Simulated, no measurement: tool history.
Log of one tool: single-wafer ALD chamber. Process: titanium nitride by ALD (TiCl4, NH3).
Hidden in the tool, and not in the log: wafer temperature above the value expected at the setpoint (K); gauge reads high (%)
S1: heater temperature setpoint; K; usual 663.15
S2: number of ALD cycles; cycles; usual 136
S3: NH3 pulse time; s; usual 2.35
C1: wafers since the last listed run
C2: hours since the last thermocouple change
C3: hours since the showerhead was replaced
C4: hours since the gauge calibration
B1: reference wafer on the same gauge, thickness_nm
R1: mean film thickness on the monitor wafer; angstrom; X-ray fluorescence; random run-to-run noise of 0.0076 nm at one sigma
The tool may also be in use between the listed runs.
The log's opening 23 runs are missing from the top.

run	hour	S1	S2	S3	C1	C2	C3	C4	B1	R1
# hour 2340.9: showerhead replaced
24	2351.2	659.15	159	2.77	129	1820.5	10.3	2720.6	2.47	35.94
25	2394.3	663.15	136	2.35	48	1863.6	53.4	2763.7	2.469	30.39
# hour 2416.1: gauge calibrated
# hour 2456.9: thermocouple changed; heater temperature recalibrated
26	2484.4	674.15	136	2.67	93	27.5	143.5	68.3	2.47	30.96
27	2542.7	663.15	136	2.35	66	85.8	201.8	126.6	2.469	30.45
28	2631.5	663.15	136	2.35	100	174.6	290.6	215.4	2.469	30.56
29	2670.4	656.15	148	3.11	44	213.5	329.5	254.3	2.468	33.37
30	2710	663.15	115	2.35	44	253.1	369.1	293.9	2.473	25.78
31	2768.7	653.15	127	2.76	66	311.8	427.8	352.6	2.47	28.56
32	2830.7	663.15	136	1.57	70	373.8	489.8	414.6	2.471	30.01
33	2873.7	663.15	136	2.35	48	416.8	532.8	457.6	2.469	30.42
34	2926.3	663.15	136	2.35	59	469.4	585.4	510.2	2.467	30.38
35	2984.2	651.15	110	2.73	65	527.3	643.3	568.1	2.472	24.48
36	3131.1	663.15	118	2.35	166	674.2	790.2	715	2.472	26.51
37	3198.5	663.15	136	1.59	76	741.6	857.6	782.4	2.472	30.21
38	3266.5	663.15	114	3.23	77	809.6	925.6	850.4	2.468	25.81
39	3337.8	674.15	148	2.35	80	880.9	996.9	921.7	2.472	33.62
40	3428.2	663.15	136	2.35	102	971.3	1087.3	1012.1	2.472	30.57
41	3564.1	663.15	136	2.35	154	1107.2	1223.2	1148	2.471	30.51

Each row is a separate what-if for the run after 41, all from the same tool condition, not one after another. Results?
A	3564.8	663.15	136	2.35	0	1107.9	1223.9	1148.7	?	?
B	3564.8	663.15	112	1.59	0	1107.9	1223.9	1148.7	?	?
C	3564.8	674.15	149	1.72	0	1107.9	1223.9	1148.7	?	?

run	B1	R1
A	2.47	30.52
B	2.47	24.8
C	2.47	33.42
With no hidden state in the tool, these same runs would have given:
run	R1
A	30.52
B	24.8
C	33.42

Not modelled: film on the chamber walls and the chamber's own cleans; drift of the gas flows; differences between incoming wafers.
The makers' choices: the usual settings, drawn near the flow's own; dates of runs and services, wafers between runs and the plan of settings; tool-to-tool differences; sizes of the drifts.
